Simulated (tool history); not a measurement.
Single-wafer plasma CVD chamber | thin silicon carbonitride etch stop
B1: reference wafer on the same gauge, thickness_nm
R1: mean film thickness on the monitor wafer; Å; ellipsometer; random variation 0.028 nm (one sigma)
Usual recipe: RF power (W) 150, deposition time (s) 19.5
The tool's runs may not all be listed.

Run 1, hour 0: usual settings but deposition time (s) 18.6; B1 11.607. Result: R1 99.66 Å.
Run 2, hour 29.9: usual settings but deposition time (s) 18.6; B1 11.599. Result: R1 99.47 Å.
Run 3, hour 87.9: usual settings but deposition time (s) 18.6; B1 11.598. Result: R1 99.72 Å.
Run 4, hour 177.6: usual settings but deposition time (s) 17; B1 11.608. Result: R1 90.7 Å.
At hour 238.7: gauge calibrated.
Run 5, hour 244.7: usual settings but deposition time (s) 17; B1 11.595. Result: R1 90.51 Å.
Run 6, hour 290.1: usual settings; B1 11.598. Result: R1 104.3 Å.
Run 7, hour 352.8: usual settings; B1 11.599. Result: R1 104.27 Å.
Run 8, hour 386.7: usual settings; B1 11.607. Result: R1 104.29 Å.
Run 9, hour 435.1: usual settings; B1 11.594. Result: R1 104.29 Å.
At hour 456.7: showerhead replaced.
At hour 485.8: thermocouple changed; heater temperature recalibrated.
Run 10, hour 488.2: usual settings; B1 11.596. Result: R1 103.93 Å.
Run 11, hour 566: usual settings but RF power (W) 135; B1 11.605. Result: R1 101.07 Å.
Run 12, hour 590.2: usual settings; B1 11.599. Result: R1 104.54 Å.
Run 13, hour 626.7: usual settings; B1 11.597. Result: R1 103.72 Å.
At hour 658.4: RF generator calibrated.
Run 14, hour 681.8: usual settings; B1 11.597. Result: R1 102.85 Å.
Run 15, hour 722.3: usual settings but RF power (W) 160; B1 11.601. Result: R1 104.56 Å.
Run 16, hour 748.9: usual settings but RF power (W) 175, deposition time (s) 21.4; B1 11.6. Result: R1 117.35 Å.
Run 17, hour 795.6: usual settings but deposition time (s) 22.4; B1 11.605. Result: R1 118.19 Å.
Run 18, hour 828.8: usual settings; B1 11.612. Result: R1 102.71 Å.
Run 19, hour 868.4: usual settings; B1 11.605. Result: R1 102.25 Å.
At hour 873.7: gauge calibrated.
At hour 922.3: RF generator calibrated, repeated, since the last time left the tool worse.
Run 20, hour 923.5: usual settings but RF power (W) 140, deposition time (s) 18; B1 11.606. Result: R1 95.26 Å.
Run 21, hour 964.9: usual settings; B1 11.598. Result: R1 105.06 Å.
Run 22, hour 1010.9: usual settings but RF power (W) 175; B1 11.606. Result: R1 109.59 Å.
Run 23, hour 1047.7: usual settings but RF power (W) 135, deposition time (s) 17.7; B1 11.599. Result: R1 93.32 Å.
Run 24, hour 1091.5: usual settings; B1 11.612. Result: R1 105.43 Å.
Run 25, hour 1123.6: usual settings but RF power (W) 160; B1 11.595. Result: R1 107.48 Å.
Run 26, hour 1181.5: usual settings but RF power (W) 140, deposition time (s) 17.7; B1 11.595. Result: R1 93.39 Å.
Run 27, hour 1237.8: usual settings but RF power (W) 125, deposition time (s) 20.5; B1 11.597. Result: R1 105.76 Å.

Selected run-to-run steps in R1, each split into two signed amounts: the part the tool would show with no hidden state at all (from settings, incoming material and random variation), and the remainder, which goes to the hidden state together with any gauge scatter not common to the measured and the hidden-state-free results:
What the log doesn't record here: wafer temperature above the value expected at the setpoint (K); delivered RF power above the setpoint (%); gauge reads high (%).
Run 13 -> 14: RF generator calibrated. R1 -0.87 Å: hidden state -1.27, all else +0.4.
Run 17 -> 18: deposition time (s) 22.4 -> 19.5. R1 -15.48 Å: hidden state +0.43, all else -15.91.
Run 19 -> 20: RF power (W) 150 -> 140, deposition time (s) 19.5 -> 18, gauge calibrated, RF generator calibrated, repeated, since the last time left the tool worse. R1 -6.99 Å: hidden state +3, all else -9.99.
Run 22 -> 23: RF power (W) 175 -> 135, deposition time (s) 19.5 -> 17.7. R1 -16.27 Å: hidden state +0, all else -16.27.

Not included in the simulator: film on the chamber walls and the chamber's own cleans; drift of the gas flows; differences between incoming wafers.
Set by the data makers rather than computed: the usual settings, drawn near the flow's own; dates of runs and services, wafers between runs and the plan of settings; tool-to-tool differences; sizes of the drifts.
